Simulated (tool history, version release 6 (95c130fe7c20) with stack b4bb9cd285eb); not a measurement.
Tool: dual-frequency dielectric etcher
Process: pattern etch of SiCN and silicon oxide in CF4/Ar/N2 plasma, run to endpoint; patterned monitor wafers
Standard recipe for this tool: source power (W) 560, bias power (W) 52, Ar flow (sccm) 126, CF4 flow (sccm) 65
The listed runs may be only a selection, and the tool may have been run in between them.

run     day  source power (W)  bias power (W)  Ar flow (sccm)  CF4 flow (sccm)  incoming incoming film thickness, nm  endpoint time (s)
  1   0.000               560              47             126               65                                  8.83               10.4
      3.842  -- wet clean of the chamber
  2   3.862               560              47             126               65                                  8.95               10.7
  3   5.892               560              52             126               65                                  8.90               10.3
  4  10.171               560              52             126               65                                  8.94               10.4
  5  13.067               560              52             126               65                                  8.87               10.1
  6  15.792               560              52             126               65                                  8.97               10.2
     21.429  -- upper electrode replaced
     27.425  -- wet clean of the chamber
  7  27.446               610              52             115               65                                  8.92                9.3
  8  29.188               560              52             126               65                                  8.95               10.3
  9  33.625               500              56             111               65                                  8.88               11.3
 10  37.179               560              52             126               65                                  8.78               10.2
     39.729  -- source power generator calibrated
     41.500  -- bias power generator calibrated
 11  41.521               560              52             126               58                                  8.96               10.4
     42.067  -- Ar flow controller replaced
 12  45.971               640              52             151               52                                  8.89                9.4
 13  49.804               620              52             141               73                                  8.99                9.0
 14  51.329               560              52              97               71                                  8.95                9.5
 15  53.892               560              44             126               56                                  8.87               10.8
     55.133  -- CF4 flow controller replaced
     55.992  -- wet clean of the chamber
 16  56.104               560              52             126               65                                  8.94               10.4
 17  60.221               610              52             106               65                                  9.01                9.3
 18  62.850               660              52             126               65                                  8.90                8.7
 19  65.754               620              46             109               65                                  8.92                9.3
 20  69.229               560              52             126               65                                  8.89               10.2
 21  71.138               610              52             126               65                                  8.86                9.2
 22  74.500               560              60             126               77                                  9.04                9.6
 23  77.362               500              46             109               58                                  8.90               11.9
 24  80.354               560              52             157               65                                  8.85               10.3
 25  82.321               560              62             137               65                                  8.89                9.5

3 ways to go on from here, each from the tool as it stands after run 25. What would each give?
  A  82.338               560              52             126               65                                  8.90                  ?
  B  82.338               680              47             153               77                                  8.90                  ?
  C  82.338               470              52             115               65                                  8.90                  ?

run  endpoint time (s)
  A               10.0
  B                8.3
  C               12.1
Without the tool's unlogged condition, the same runs would have read:
run  endpoint time (s)
  A               10.5
  B                8.7
  C               12.7

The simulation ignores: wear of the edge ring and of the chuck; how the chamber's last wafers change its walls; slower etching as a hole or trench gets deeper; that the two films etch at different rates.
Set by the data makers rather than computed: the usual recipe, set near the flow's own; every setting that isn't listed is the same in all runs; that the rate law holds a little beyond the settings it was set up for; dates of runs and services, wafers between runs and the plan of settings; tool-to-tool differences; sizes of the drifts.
